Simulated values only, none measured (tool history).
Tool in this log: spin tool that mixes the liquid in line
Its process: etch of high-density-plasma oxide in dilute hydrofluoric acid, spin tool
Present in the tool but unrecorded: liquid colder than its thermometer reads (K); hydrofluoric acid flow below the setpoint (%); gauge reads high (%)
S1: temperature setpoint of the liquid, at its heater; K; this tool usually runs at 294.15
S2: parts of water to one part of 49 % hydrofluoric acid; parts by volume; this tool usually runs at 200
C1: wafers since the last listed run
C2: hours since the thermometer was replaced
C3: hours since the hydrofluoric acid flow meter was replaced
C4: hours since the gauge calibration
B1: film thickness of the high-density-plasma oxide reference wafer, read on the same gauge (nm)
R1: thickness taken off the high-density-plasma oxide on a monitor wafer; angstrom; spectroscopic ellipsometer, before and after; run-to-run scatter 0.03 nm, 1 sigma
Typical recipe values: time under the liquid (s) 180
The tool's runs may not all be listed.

run 1 hour=0 | S1=294.15 S2=200 time_under_the_liquid_(s)=180 | C1=0 C2=467.7 C3=21.6 C4=899 | B1=80.006 | R1=43.14
run 2 hour=79.6 | S1=294.15 S2=200 time_under_the_liquid_(s)=180 | C1=818 C2=547.3 C3=101.2 C4=978.6 | B1=80.05 | R1=42.34
run 3 hour=131.8 | S1=294.15 S2=200 time_under_the_liquid_(s)=180 | C1=536 C2=599.5 C3=153.4 C4=1030.8 | B1=79.976 | R1=42.54
run 4 hour=213 | S1=294.15 S2=200 time_under_the_liquid_(s)=180 | C1=834 C2=680.7 C3=234.6 C4=1112 | B1=80.007 | R1=42.02
run 5 hour=259.9 | S1=294.15 S2=200 time_under_the_liquid_(s)=180 | C1=482 C2=727.6 C3=281.5 C4=1158.9 | B1=80.013 | R1=42.74
run 6 hour=327.8 | S1=294.15 S2=200 time_under_the_liquid_(s)=180 | C1=698 C2=795.5 C3=349.4 C4=1226.8 | B1=79.974 | R1=42.93
run 7 hour=384.9 | S1=294.15 S2=200 time_under_the_liquid_(s)=180 | C1=587 C2=852.6 C3=406.5 C4=1283.9 | B1=79.969 | R1=41.93
run 8 hour=459.3 | S1=294.15 S2=200 time_under_the_liquid_(s)=180 | C1=764 C2=927 C3=480.9 C4=1358.3 | B1=79.98 | R1=42.28
run 9 hour=547.2 | S1=294.15 S2=200 time_under_the_liquid_(s)=180 | C1=903 C2=1014.9 C3=568.8 C4=1446.2 | B1=80.012 | R1=41.75
run 10 hour=639.7 | S1=291.65 S2=200 time_under_the_liquid_(s)=180 | C1=951 C2=1107.4 C3=661.3 C4=1538.7 | B1=79.999 | R1=37.9
run 11 hour=696.5 | S1=291.65 S2=200 time_under_the_liquid_(s)=180 | C1=584 C2=1164.2 C3=718.1 C4=1595.5 | B1=80.003 | R1=38.18
run 12 hour=788.6 | S1=291.65 S2=200 time_under_the_liquid_(s)=180 | C1=946 C2=1256.3 C3=810.2 C4=1687.6 | B1=79.993 | R1=37.48
run 13 hour=859.4 | S1=294.15 S2=230 time_under_the_liquid_(s)=180 | C1=727 C2=1327.1 C3=881 C4=1758.4 | B1=79.992 | R1=34.96
-- hour=899.1 hydrofluoric acid flow meter replaced
run 14 hour=930 | S1=294.15 S2=230 time_under_the_liquid_(s)=180 | C1=715 C2=1397.7 C3=30.9 C4=1829 | B1=80.001 | R1=36.31
-- hour=970.9 thermometer replaced
run 15 hour=1012.4 | S1=294.15 S2=200 time_under_the_liquid_(s)=180 | C1=836 C2=41.5 C3=113.3 C4=1911.4 | B1=80.005 | R1=42.5
run 16 hour=1088 | S1=294.15 S2=200 time_under_the_liquid_(s)=180 | C1=777 C2=117.1 C3=188.9 C4=1987 | B1=79.979 | R1=42.44
run 17 hour=1194.7 | S1=296.15 S2=235 time_under_the_liquid_(s)=180 | C1=1097 C2=223.8 C3=295.6 C4=2093.7 | B1=79.993 | R1=37.41
run 18 hour=1265.9 | S1=294.15 S2=200 time_under_the_liquid_(s)=180 | C1=732 C2=295 C3=366.8 C4=2164.9 | B1=80.025 | R1=41.7
run 19 hour=1303.6 | S1=294.15 S2=125 time_under_the_liquid_(s)=90 | C1=387 C2=332.7 C3=404.5 C4=2202.6 | B1=80.002 | R1=36.28
run 20 hour=1376.6 | S1=296.65 S2=125 time_under_the_liquid_(s)=80 | C1=750 C2=405.7 C3=477.5 C4=2275.6 | B1=79.975 | R1=35.78
-- hour=1640.8 hydrofluoric acid flow meter replaced
run 21 hour=1685.6 | S1=294.15 S2=270 time_under_the_liquid_(s)=130 | C1=3166 C2=714.7 C3=44.8 C4=2584.6 | B1=79.995 | R1=21.69
run 22 hour=1746.5 | S1=294.15 S2=200 time_under_the_liquid_(s)=110 | C1=626 C2=775.6 C3=105.7 C4=2645.5 | B1=79.959 | R1=26.2
run 23 hour=1820.9 | S1=299.15 S2=200 time_under_the_liquid_(s)=85 | C1=764 C2=850 C3=180.1 C4=2719.9 | B1=80.029 | R1=24.43
run 24 hour=1873.6 | S1=298.65 S2=200 time_under_the_liquid_(s)=180 | C1=541 C2=902.7 C3=232.8 C4=2772.6 | B1=80.014 | R1=50.36
-- hour=1903.4 gauge calibrated
run 25 hour=1922.9 | S1=296.15 S2=160 time_under_the_liquid_(s)=80 | C1=506 C2=952 C3=282.1 C4=19.5 | B1=80.03 | R1=26.33
run 26 hour=1968.4 | S1=294.15 S2=200 time_under_the_liquid_(s)=90 | C1=467 C2=997.5 C3=327.6 C4=65 | B1=80.032 | R1=20.77
run 27 hour=2031 | S1=294.15 S2=260 time_under_the_liquid_(s)=270 | C1=643 C2=1060.1 C3=390.2 C4=127.6 | B1=80.011 | R1=46.1
run 28 hour=2135.4 | S1=290.65 S2=240 time_under_the_liquid_(s)=215 | C1=1073 C2=1164.5 C3=494.6 C4=232 | B1=79.994 | R1=34.89
run 29 hour=2217.6 | S1=294.15 S2=200 time_under_the_liquid_(s)=180 | C1=845 C2=1246.7 C3=576.8 C4=314.2 | B1=79.985 | R1=42.33
run 30 hour=2274.5 | S1=294.15 S2=200 time_under_the_liquid_(s)=180 | C1=585 C2=1303.6 C3=633.7 C4=371.1 | B1=80.007 | R1=42.45
run 31 hour=2319.9 | S1=290.15 S2=145 time_under_the_liquid_(s)=130 | C1=466 C2=1349 C3=679.1 C4=416.5 | B1=80 | R1=37.32
run 32 hour=2358.5 | S1=294.15 S2=110 time_under_the_liquid_(s)=90 | C1=396 C2=1387.6 C3=717.7 C4=455.1 | B1=79.997 | R1=41.3
-- hour=2440.2 hydrofluoric acid flow meter replaced
run 33 hour=2446.6 | S1=297.65 S2=120 time_under_the_liquid_(s)=225 | C1=895 C2=1475.7 C3=6.4 C4=543.2 | B1=79.986 | R1=111.41

Below are 3 alternative next runs, each starting from the tool's condition after run 33. Predict each:
run A hour=2447.1 | S1=294.15 S2=160 time_under_the_liquid_(s)=180 | C1=5 C2=1476.2 C3=6.9 C4=543.7 | B1=? | R1=?
run B hour=2447.1 | S1=295.65 S2=200 time_under_the_liquid_(s)=180 | C1=5 C2=1476.2 C3=6.9 C4=543.7 | B1=? | R1=?
run C hour=2447.1 | S1=292.15 S2=200 time_under_the_liquid_(s)=220 | C1=5 C2=1476.2 C3=6.9 C4=543.7 | B1=? | R1=?

run=A B1=80.007 R1=55.21
run=B B1=80.007 R1=44.86
run=C B1=80.007 R1=47.96
Take away the tool's hidden state, keep each run's random variation, and the runs would have read:
run=A R1=55.31
run=B R1=44.95
run=C R1=48.05

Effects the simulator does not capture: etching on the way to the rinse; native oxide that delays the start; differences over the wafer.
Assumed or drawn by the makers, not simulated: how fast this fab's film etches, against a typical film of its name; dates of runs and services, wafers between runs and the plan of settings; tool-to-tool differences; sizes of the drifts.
